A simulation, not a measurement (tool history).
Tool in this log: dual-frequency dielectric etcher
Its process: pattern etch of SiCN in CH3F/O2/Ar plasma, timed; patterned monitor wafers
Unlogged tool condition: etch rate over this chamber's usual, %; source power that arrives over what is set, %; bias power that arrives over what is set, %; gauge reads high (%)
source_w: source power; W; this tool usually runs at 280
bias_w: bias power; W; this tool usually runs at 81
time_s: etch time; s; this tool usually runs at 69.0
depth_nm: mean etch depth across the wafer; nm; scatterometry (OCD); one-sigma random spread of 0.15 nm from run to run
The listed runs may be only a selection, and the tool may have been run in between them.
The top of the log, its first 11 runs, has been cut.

run	day	source_w	bias_w	time_s	wafers since the last listed run	hours since the last wet clean	hours since the last source power generator calibration	hours since the last bias power generator calibration	hours since the last upper electrode change	hours since the gauge calibration	read-back reference wafer on the same gauge, depth_nm	depth_nm
12	19.788	280	81	69.0	817	146.7	2108.9	2127.7	56.6	892.8	31.77	27.08
13	22.212	280	81	69.0	868	204.9	2167.1	2185.9	114.8	951.0	31.93	26.80
14	23.833	280	81	69.0	580	243.8	2206.0	2224.8	153.7	989.9	31.99	26.96
# day 26.192: gauge calibrated
15	26.271	280	81	69.0	872	302.3	2264.5	2283.3	212.2	1.9	30.79	25.74
16	27.508	230	73	76.5	443	332.0	2294.2	2313.0	241.9	31.6	30.76	25.95
17	29.917	230	81	69.0	862	389.8	2352.0	2370.8	299.7	89.4	30.85	24.26
# day 32.800: wet clean of the chamber
18	32.821	210	74	61.0	681	0.5	2421.7	2440.5	369.4	159.1	30.77	20.14
# day 35.021: bias power generator calibrated
19	35.042	280	91	69.0	735	53.8	2475.0	0.5	422.7	212.4	30.94	26.93
20	36.967	340	62	74.0	689	100.0	2521.2	46.7	468.9	258.6	30.95	28.09
21	38.421	280	81	69.0	520	134.9	2556.1	81.6	503.8	293.5	30.92	25.86
22	40.708	280	70	55.5	819	189.8	2611.0	136.5	558.7	348.4	30.94	20.14
23	41.729	320	96	82.5	365	214.3	2635.5	161.0	583.2	372.9	30.87	33.78
24	44.725	280	81	69.0	1072	286.2	2707.4	232.9	655.1	444.8	30.90	25.81
# day 45.500: source power generator calibrated
25	46.342	280	81	55.0	519	325.0	20.2	271.7	693.9	483.6	31.05	20.76
26	47.538	260	93	79.0	428	353.7	48.9	300.4	722.6	512.3	31.06	30.06
27	50.400	230	99	69.0	1025	422.4	117.6	369.1	791.3	581.0	31.11	25.64
# day 52.600: wet clean of the chamber
28	52.879	210	88	69.0	529	6.7	177.1	428.6	850.8	640.5	31.23	23.98
29	55.229	280	81	69.0	841	63.1	233.5	485.0	907.2	696.9	31.29	26.43
30	57.183	280	101	69.0	699	110.0	280.4	531.9	954.1	743.8	31.32	27.70
31	59.779	280	65	69.0	929	172.3	342.7	594.2	1016.4	806.1	31.47	24.79

Each row is a separate what-if for the run after 31, all from the same tool condition, not one after another. Results?
A	59.796	280	81	69.0	5	172.7	343.1	594.6	1016.8	806.5	?	?
B	59.796	250	97	55.5	5	172.7	343.1	594.6	1016.8	806.5	?	?
C	59.796	260	71	49.5	5	172.7	343.1	594.6	1016.8	806.5	?	?

run	read-back reference wafer on the same gauge, depth_nm	depth_nm
A	31.38	26.63
B	31.38	21.65
C	31.38	17.97
What these runs would have given with no unlogged condition in the tool:
run	depth_nm
A	26.17
B	21.28
C	17.66
